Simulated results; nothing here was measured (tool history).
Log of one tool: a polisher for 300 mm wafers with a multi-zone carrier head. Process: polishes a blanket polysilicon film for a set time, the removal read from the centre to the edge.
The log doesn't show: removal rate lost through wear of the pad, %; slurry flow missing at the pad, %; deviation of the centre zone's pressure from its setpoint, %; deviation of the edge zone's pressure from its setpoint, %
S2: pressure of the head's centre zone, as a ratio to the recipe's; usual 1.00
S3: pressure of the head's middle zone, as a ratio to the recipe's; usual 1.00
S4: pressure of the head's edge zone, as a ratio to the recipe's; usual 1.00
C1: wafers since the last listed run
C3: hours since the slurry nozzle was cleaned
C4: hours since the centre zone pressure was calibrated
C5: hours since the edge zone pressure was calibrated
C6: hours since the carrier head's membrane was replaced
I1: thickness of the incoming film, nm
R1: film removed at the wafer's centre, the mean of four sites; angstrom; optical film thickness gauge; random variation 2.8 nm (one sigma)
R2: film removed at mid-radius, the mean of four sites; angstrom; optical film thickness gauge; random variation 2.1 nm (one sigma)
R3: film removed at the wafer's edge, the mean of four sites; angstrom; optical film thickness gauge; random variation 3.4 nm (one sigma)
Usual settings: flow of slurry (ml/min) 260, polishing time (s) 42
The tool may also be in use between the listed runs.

run 1 hour=0.0 | flow_of_slurry_(ml/min)=260 S2=1.00 S3=1.00 S4=1.00 polishing_time_(s)=42 | C1=0 wafers_polished_on_this_pad=6367 C3=262.7 C4=1509.7 C5=200.7 C6=598.1 | I1=1755.9 | R1=2513 R2=2499 R3=2473
-- hour=18.8 worn pad replaced by a new one
run 2 hour=40.6 | flow_of_slurry_(ml/min)=260 S2=1.00 S3=1.00 S4=1.00 polishing_time_(s)=42 | C1=643 wafers_polished_on_this_pad=384 C3=303.3 C4=1550.3 C5=241.3 C6=638.7 | I1=1734.5 | R1=2546 R2=2486 R3=2456
run 3 hour=123.7 | flow_of_slurry_(ml/min)=260 S2=1.00 S3=1.00 S4=1.00 polishing_time_(s)=42 | C1=1461 wafers_polished_on_this_pad=1845 C3=386.4 C4=1633.4 C5=324.4 C6=721.8 | I1=1767.8 | R1=2511 R2=2502 R3=2484
-- hour=128.9 centre zone pressure recalibrated
run 4 hour=194.6 | flow_of_slurry_(ml/min)=260 S2=1.00 S3=1.00 S4=1.00 polishing_time_(s)=42 | C1=1211 wafers_polished_on_this_pad=3057 C3=457.3 C4=65.7 C5=395.3 C6=792.7 | I1=1733.1 | R1=2421 R2=2488 R3=2485
run 5 hour=282.7 | flow_of_slurry_(ml/min)=260 S2=1.00 S3=1.00 S4=0.92 polishing_time_(s)=42 | C1=1549 wafers_polished_on_this_pad=4606 C3=545.4 C4=153.8 C5=483.4 C6=880.8 | I1=1747.6 | R1=2470 R2=2464 R3=2352
run 6 hour=357.4 | flow_of_slurry_(ml/min)=260 S2=1.00 S3=1.00 S4=0.92 polishing_time_(s)=42 | C1=1313 wafers_polished_on_this_pad=5920 C3=620.1 C4=228.5 C5=558.1 C6=955.5 | I1=1748.1 | R1=2454 R2=2439 R3=2296
-- hour=409.8 worn pad replaced by a new one
run 7 hour=424.4 | flow_of_slurry_(ml/min)=260 S2=1.00 S3=1.00 S4=1.00 polishing_time_(s)=42 | C1=1107 wafers_polished_on_this_pad=255 C3=687.1 C4=295.5 C5=625.1 C6=1022.5 | I1=1745.2 | R1=2372 R2=2396 R3=2355
run 8 hour=484.7 | flow_of_slurry_(ml/min)=260 S2=1.00 S3=1.00 S4=1.00 polishing_time_(s)=42 | C1=1060 wafers_polished_on_this_pad=1316 C3=747.4 C4=355.8 C5=685.4 C6=1082.8 | I1=1743.3 | R1=2415 R2=2385 R3=2373
-- hour=565.8 slurry nozzle cleaned
run 9 hour=579.5 | flow_of_slurry_(ml/min)=290 S2=0.89 S3=1.00 S4=1.00 polishing_time_(s)=29 | C1=1649 wafers_polished_on_this_pad=2966 C3=13.7 C4=450.6 C5=780.2 C6=1177.6 | I1=1761.5 | R1=1577 R2=1749 R3=1740
run 10 hour=659.5 | flow_of_slurry_(ml/min)=260 S2=1.10 S3=1.00 S4=1.00 polishing_time_(s)=42 | C1=1406 wafers_polished_on_this_pad=4373 C3=93.7 C4=530.6 C5=860.2 C6=1257.6 | I1=1749.2 | R1=2754 R2=2538 R3=2528
run 11 hour=734.6 | flow_of_slurry_(ml/min)=260 S2=1.00 S3=1.00 S4=1.00 polishing_time_(s)=42 | C1=1320 wafers_polished_on_this_pad=5693 C3=168.8 C4=605.7 C5=935.3 C6=1332.7 | I1=1710.9 | R1=2501 R2=2531 R3=2470
-- hour=798.8 worn pad replaced by a new one
run 12 hour=838.4 | flow_of_slurry_(ml/min)=350 S2=1.00 S3=1.00 S4=1.00 polishing_time_(s)=42 | C1=1755 wafers_polished_on_this_pad=696 C3=272.6 C4=709.5 C5=1039.1 C6=1436.5 | I1=1737.3 | R1=2553 R2=2624 R3=2539
-- hour=866.9 carrier head's membrane replaced by a new one
-- hour=871.0 edge zone pressure recalibrated
run 13 hour=881.3 | flow_of_slurry_(ml/min)=260 S2=1.03 S3=0.91 S4=1.00 polishing_time_(s)=42 | C1=631 wafers_polished_on_this_pad=1327 C3=315.5 C4=752.4 C5=10.3 C6=14.4 | I1=1765.9 | R1=2555 R2=2312 R3=2419
run 14 hour=1006.5 | flow_of_slurry_(ml/min)=320 S2=1.00 S3=0.96 S4=1.00 polishing_time_(s)=42 | C1=2201 wafers_polished_on_this_pad=3529 C3=440.7 C4=877.6 C5=135.5 C6=139.6 | I1=1731.9 | R1=2484 R2=2474 R3=2484
run 15 hour=1054.2 | flow_of_slurry_(ml/min)=260 S2=0.97 S3=1.00 S4=0.88 polishing_time_(s)=42 | C1=838 wafers_polished_on_this_pad=4368 C3=488.4 C4=925.3 C5=183.2 C6=187.3 | I1=1747.4 | R1=2417 R2=2486 R3=2282
run 16 hour=1128.2 | flow_of_slurry_(ml/min)=260 S2=1.00 S3=0.95 S4=1.00 polishing_time_(s)=42 | C1=1301 wafers_polished_on_this_pad=5670 C3=562.4 C4=999.3 C5=257.2 C6=261.3 | I1=1727.5 | R1=2440 R2=2337 R3=2404
run 17 hour=1166.0 | flow_of_slurry_(ml/min)=260 S2=1.00 S3=1.10 S4=1.00 polishing_time_(s)=42 | C1=664 wafers_polished_on_this_pad=6334 C3=600.2 C4=1037.1 C5=295.0 C6=299.1 | I1=1744.5 | R1=2480 R2=2638 R3=2396
-- hour=1199.6 worn pad replaced by a new one
run 18 hour=1218.1 | flow_of_slurry_(ml/min)=260 S2=1.00 S3=1.00 S4=1.00 polishing_time_(s)=42 | C1=845 wafers_polished_on_this_pad=325 C3=652.3 C4=1089.2 C5=347.1 C6=351.2 | I1=1764.4 | R1=2410 R2=2418 R3=2366
run 19 hour=1279.8 | flow_of_slurry_(ml/min)=260 S2=1.09 S3=1.00 S4=1.00 polishing_time_(s)=42 | C1=1085 wafers_polished_on_this_pad=1410 C3=714.0 C4=1150.9 C5=408.8 C6=412.9 | I1=1732.3 | R1=2600 R2=2344 R3=2403
run 20 hour=1367.4 | flow_of_slurry_(ml/min)=260 S2=1.00 S3=1.00 S4=1.00 polishing_time_(s)=42 | C1=1540 wafers_polished_on_this_pad=2951 C3=801.6 C4=1238.5 C5=496.4 C6=500.5 | I1=1773.4 | R1=2281 R2=2339 R3=2397
-- hour=1395.7 slurry nozzle cleaned
run 21 hour=1415.9 | flow_of_slurry_(ml/min)=260 S2=1.00 S3=1.00 S4=1.00 polishing_time_(s)=42 | C1=835 wafers_polished_on_this_pad=3786 C3=20.2 C4=1287.0 C5=544.9 C6=549.0 | I1=1761.0 | R1=2546 R2=2548 R3=2517

5 ways to go on from here, each from the tool as it stands after run 21. What would each give?
run A hour=1416.3 | flow_of_slurry_(ml/min)=260 S2=1.00 S3=1.00 S4=1.00 polishing_time_(s)=42 | C1=7 wafers_polished_on_this_pad=3793 C3=20.6 C4=1287.4 C5=545.3 C6=549.4 | I1=1757.9 | R1=? R2=? R3=?
run B hour=1416.3 | flow_of_slurry_(ml/min)=260 S2=1.03 S3=1.00 S4=0.97 polishing_time_(s)=37 | C1=7 wafers_polished_on_this_pad=3793 C3=20.6 C4=1287.4 C5=545.3 C6=549.4 | I1=1757.9 | R1=? R2=? R3=?
run C hour=1416.3 | flow_of_slurry_(ml/min)=215 S2=1.00 S3=1.06 S4=1.10 polishing_time_(s)=56 | C1=7 wafers_polished_on_this_pad=3793 C3=20.6 C4=1287.4 C5=545.3 C6=549.4 | I1=1757.9 | R1=? R2=? R3=?
run D hour=1416.3 | flow_of_slurry_(ml/min)=260 S2=1.00 S3=1.04 S4=1.00 polishing_time_(s)=42 | C1=7 wafers_polished_on_this_pad=3793 C3=20.6 C4=1287.4 C5=545.3 C6=549.4 | I1=1757.9 | R1=? R2=? R3=?
run E hour=1416.3 | flow_of_slurry_(ml/min)=290 S2=0.95 S3=1.00 S4=1.10 polishing_time_(s)=42 | C1=7 wafers_polished_on_this_pad=3793 C3=20.6 C4=1287.4 C5=545.3 C6=549.4 | I1=1757.9 | R1=? R2=? R3=?

run=A R1=2520 R2=2493 R3=2508
run=B R1=2287 R2=2196 R3=2177
run=C R1=3293 R2=3429 R3=3454
run=D R1=2521 R2=2577 R3=2506
run=E R1=2419 R2=2518 R3=2648
Without the tool's hidden state the same runs would have given:
run=A R1=2522 R2=2495 R3=2509
run=B R1=2289 R2=2198 R3=2178
run=C R1=3296 R2=3431 R3=3456
run=D R1=2523 R2=2579 R3=2508
run=E R1=2421 R2=2519 R3=2649
